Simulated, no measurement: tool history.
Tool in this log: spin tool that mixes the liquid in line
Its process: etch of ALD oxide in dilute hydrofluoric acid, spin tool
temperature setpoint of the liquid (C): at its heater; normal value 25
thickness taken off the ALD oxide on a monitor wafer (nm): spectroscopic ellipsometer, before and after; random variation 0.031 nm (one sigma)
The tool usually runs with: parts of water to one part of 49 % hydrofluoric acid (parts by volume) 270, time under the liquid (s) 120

| run | hour | temperature setpoint of the liquid (C) | parts of water to one part of 49 % hydrofluoric acid (parts by volume) | time under the liquid (s) | read-back film thickness of the ALD oxide reference wafer, read on the same gauge (nm) | thickness taken off the ALD oxide on a monitor wafer (nm) |
|---|---|---|---|---|---|---|
| 1 | 0 | 22 | 270 | 165 | 110.01 | 9.68 |
| 2 | 10.1 | 25 | 225 | 160 | 110 | 13.12 |
| 3 | 22.1 | 25 | 225 | 160 | 110 | 13.11 |
| 4 | 63.1 | 25 | 270 | 120 | 110.02 | 7.79 |
| 5 | 77.8 | 25 | 375 | 120 | 110 | 5.1 |
| 6 | 92 | 25 | 375 | 120 | 110.01 | 5.08 |
| 7 | 99 | 22 | 270 | 120 | 109.99 | 6.96 |
| 8 | 114.2 | 25 | 270 | 165 | 110.02 | 10.72 |
| 9 | 126 | 25 | 270 | 95 | 109.98 | 6.18 |
| 10 | 137.2 | 25 | 270 | 95 | 109.99 | 6.14 |
| 11 | 144.4 | 25 | 270 | 170 | 109.99 | 11 |
| 12 | 158.7 | 25 | 270 | 170 | 109.98 | 11 |
| 13 | 175.6 | 24 | 270 | 120 | 110.03 | 7.51 |
| 14 | 191.8 | 25 | 270 | 120 | 110 | 7.72 |
| 15 | 198.3 | 25 | 270 | 120 | 109.99 | 7.75 |
| 16 | 204.7 | 25 | 270 | 120 | 110.01 | 7.73 |
| 17 | 212.7 | 25 | 270 | 120 | 110 | 7.72 |
| 18 | 222.4 | 22.5 | 270 | 120 | 110.01 | 7.06 |
| 19 | 228.6 | 25 | 270 | 120 | 109.99 | 7.71 |
|  | 241.7 | thermometer replaced |
| 20 | 242.4 | 20 | 230 | 100 | 110 | 7.3 |
| 21 | 253.5 | 26.5 | 365 | 90 | 110.01 | 4.57 |
| 22 | 261.9 | 20.5 | 145 | 120 | 110 | 15.42 |
|  | 286.2 | hydrofluoric acid flow meter replaced |
| 23 | 301.9 | 25 | 270 | 120 | 110 | 8.74 |
| 24 | 309.6 | 22 | 155 | 95 | 110 | 12.17 |
| 25 | 319.7 | 29.5 | 155 | 120 | 110 | 20.25 |
| 26 | 329.6 | 25 | 270 | 120 | 110.02 | 8.71 |
|  | 334.5 | gauge calibrated |
| 27 | 346.1 | 25 | 400 | 120 | 109.96 | 5.18 |
| 28 | 359.8 | 25 | 380 | 175 | 110.04 | 8.11 |
| 29 | 377.1 | 25 | 270 | 80 | 110.01 | 5.76 |
| 30 | 392.1 | 25 | 270 | 65 | 110 | 4.69 |
| 31 | 408.9 | 20 | 380 | 145 | 109.99 | 5.67 |
| 32 | 418.1 | 23.5 | 270 | 120 | 109.97 | 8.29 |
| 33 | 427.1 | 23 | 270 | 120 | 110.01 | 8.09 |
| 34 | 436.5 | 26.5 | 335 | 120 | 110.02 | 6.91 |
| 35 | 450.1 | 25 | 375 | 120 | 110 | 5.63 |

Exercise: give the hidden state of the tool at every run:
gauge reads high (%): 0 across all the runs
H1: liquid colder than its thermometer reads (K)
H2: hydrofluoric acid flow below the setpoint (%)
| run | H1 | H2 |
|---|---|---|
| 1 | 2.88 | 1.03 |
| 2 | 2.89 | 1.05 |
| 3 | 2.9 | 1.08 |
| 4 | 2.94 | 1.18 |
| 5 | 2.96 | 1.21 |
| 6 | 2.97 | 1.25 |
| 7 | 2.98 | 1.26 |
| 8 | 2.99 | 1.3 |
| 9 | 3.01 | 1.33 |
| 10 | 3.02 | 1.35 |
| 11 | 3.02 | 1.37 |
| 12 | 3.04 | 1.41 |
| 13 | 3.06 | 1.45 |
| 14 | 3.07 | 1.49 |
| 15 | 3.08 | 1.5 |
| 16 | 3.09 | 1.52 |
| 17 | 3.09 | 1.54 |
| 18 | 3.1 | 1.56 |
| 19 | 3.11 | 1.57 |
| 20 | 0.0213 | 1.61 |
| 21 | 0.0326 | 1.63 |
| 22 | 0.0411 | 1.65 |
| 23 | 0.0817 | 0.121 |
| 24 | 0.0895 | 0.139 |
| 25 | 0.0997 | 0.163 |
| 26 | 0.11 | 0.187 |
| 27 | 0.126 | 0.226 |
| 28 | 0.14 | 0.259 |
| 29 | 0.158 | 0.3 |
| 30 | 0.173 | 0.336 |
| 31 | 0.19 | 0.377 |
| 32 | 0.199 | 0.399 |
| 33 | 0.209 | 0.42 |
| 34 | 0.218 | 0.443 |
| 35 | 0.232 | 0.475 |
